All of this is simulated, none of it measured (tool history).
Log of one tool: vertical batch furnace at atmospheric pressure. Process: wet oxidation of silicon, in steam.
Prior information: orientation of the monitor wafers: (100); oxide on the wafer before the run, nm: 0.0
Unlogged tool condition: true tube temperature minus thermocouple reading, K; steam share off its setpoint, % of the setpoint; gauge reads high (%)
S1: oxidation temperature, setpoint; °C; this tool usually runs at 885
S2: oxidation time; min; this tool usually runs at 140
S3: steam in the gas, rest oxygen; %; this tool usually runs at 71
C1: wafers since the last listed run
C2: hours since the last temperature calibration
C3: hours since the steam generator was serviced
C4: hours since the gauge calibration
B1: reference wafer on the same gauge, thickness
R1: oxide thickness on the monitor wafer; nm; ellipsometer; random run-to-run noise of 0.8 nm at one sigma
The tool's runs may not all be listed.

run 1 hour=0 | S1=885 S2=140 S3=71 | C1=0 C2=2863.9 C3=1236.3 C4=1055.4 | B1=191.02 | R1=197.42
run 2 hour=40 | S1=885 S2=140 S3=71 | C1=326 C2=2903.9 C3=1276.3 C4=1095.4 | B1=190.95 | R1=199.07
run 3 hour=142 | S1=885 S2=140 S3=71 | C1=833 C2=3005.9 C3=1378.3 C4=1197.4 | B1=191.13 | R1=197.11
run 4 hour=242.6 | S1=885 S2=140 S3=71 | C1=822 C2=3106.5 C3=1478.9 C4=1298 | B1=190.7 | R1=196.48
run 5 hour=325.7 | S1=885 S2=140 S3=71 | C1=679 C2=3189.6 C3=1562 C4=1381.1 | B1=191 | R1=197.77
run 6 hour=362.6 | S1=885 S2=140 S3=71 | C1=301 C2=3226.5 C3=1598.9 C4=1418 | B1=191.22 | R1=198.26
run 7 hour=456.2 | S1=885 S2=170 S3=71 | C1=765 C2=3320.1 C3=1692.5 C4=1511.6 | B1=191.34 | R1=234.94
run 8 hour=544.9 | S1=885 S2=170 S3=71 | C1=725 C2=3408.8 C3=1781.2 C4=1600.3 | B1=191.18 | R1=235.86
run 9 hour=650.9 | S1=885 S2=140 S3=71 | C1=866 C2=3514.8 C3=1887.2 C4=1706.3 | B1=190.91 | R1=196.77
run 10 hour=687.9 | S1=885 S2=140 S3=71 | C1=302 C2=3551.8 C3=1924.2 C4=1743.3 | B1=191.05 | R1=198.77
run 11 hour=734.1 | S1=885 S2=140 S3=71 | C1=377 C2=3598 C3=1970.4 C4=1789.5 | B1=191.12 | R1=198.45
run 12 hour=797.4 | S1=885 S2=140 S3=68 | C1=517 C2=3661.3 C3=2033.7 C4=1852.8 | B1=190.91 | R1=189.88
run 13 hour=868.7 | S1=885 S2=140 S3=68 | C1=582 C2=3732.6 C3=2105 C4=1924.1 | B1=191.26 | R1=189.82
-- hour=912.4 thermocouples replaced and temperature profile calibrated
run 14 hour=948.7 | S1=885 S2=140 S3=71 | C1=457 C2=36.3 C3=2185 C4=2004.1 | B1=190.89 | R1=198.36
-- hour=997.2 gauge calibrated
run 15 hour=1033.6 | S1=872 S2=140 S3=77 | C1=694 C2=121.2 C3=2269.9 C4=36.4 | B1=190.61 | R1=176.7
run 16 hour=1140.2 | S1=885 S2=140 S3=71 | C1=871 C2=227.8 C3=2376.5 C4=143 | B1=190.79 | R1=197.95
run 17 hour=1204.7 | S1=885 S2=105 S3=80 | C1=527 C2=292.3 C3=2441 C4=207.5 | B1=191.18 | R1=170.94
run 18 hour=1312.6 | S1=885 S2=105 S3=80 | C1=882 C2=400.2 C3=2548.9 C4=315.4 | B1=191.2 | R1=168.85
run 19 hour=1395.3 | S1=901 S2=85 S3=82 | C1=676 C2=482.9 C3=2631.6 C4=398.1 | B1=190.94 | R1=181.11
run 20 hour=1450.6 | S1=885 S2=76.5 S3=61 | C1=452 C2=538.2 C3=2686.9 C4=453.4 | B1=191.02 | R1=99.65
-- hour=1482.6 steam generator serviced
run 21 hour=1524.3 | S1=885 S2=140 S3=71 | C1=406 C2=611.9 C3=41.7 C4=527.1 | B1=190.95 | R1=197.2
run 22 hour=1622.3 | S1=885 S2=140 S3=71 | C1=801 C2=709.9 C3=139.7 C4=625.1 | B1=191.12 | R1=198.39
run 23 hour=1694.1 | S1=871 S2=177 S3=71 | C1=586 C2=781.7 C3=211.5 C4=696.9 | B1=191.04 | R1=198.86
run 24 hour=1871.4 | S1=885 S2=140 S3=71 | C1=1449 C2=959 C3=388.8 C4=874.2 | B1=190.92 | R1=197.95
run 25 hour=1950 | S1=885 S2=163 S3=64 | C1=642 C2=1037.6 C3=467.4 C4=952.8 | B1=191.29 | R1=205.74
run 26 hour=2018.9 | S1=893 S2=183 S3=77 | C1=563 C2=1106.5 C3=536.3 C4=1021.7 | B1=190.86 | R1=299.14
run 27 hour=2078.6 | S1=885 S2=140 S3=71 | C1=488 C2=1166.2 C3=596 C4=1081.4 | B1=190.98 | R1=196.9
run 28 hour=2154.2 | S1=875 S2=140 S3=79 | C1=617 C2=1241.8 C3=671.6 C4=1157 | B1=190.75 | R1=187.11

Across each entry between runs, compare the hidden state at the last listed run before it with the hidden state at the first listed run after it:
Between runs 13 and 14: thermocouples replaced and temperature profile calibrated (hour 912.4)
  no difference in the tool's unlogged condition between these two runs
Between runs 14 and 15: gauge calibrated (hour 997.2)
  no difference in the tool's unlogged condition between these two runs
Between runs 20 and 21: steam generator serviced (hour 1482.6)
  no difference in the tool's unlogged condition between these two runs

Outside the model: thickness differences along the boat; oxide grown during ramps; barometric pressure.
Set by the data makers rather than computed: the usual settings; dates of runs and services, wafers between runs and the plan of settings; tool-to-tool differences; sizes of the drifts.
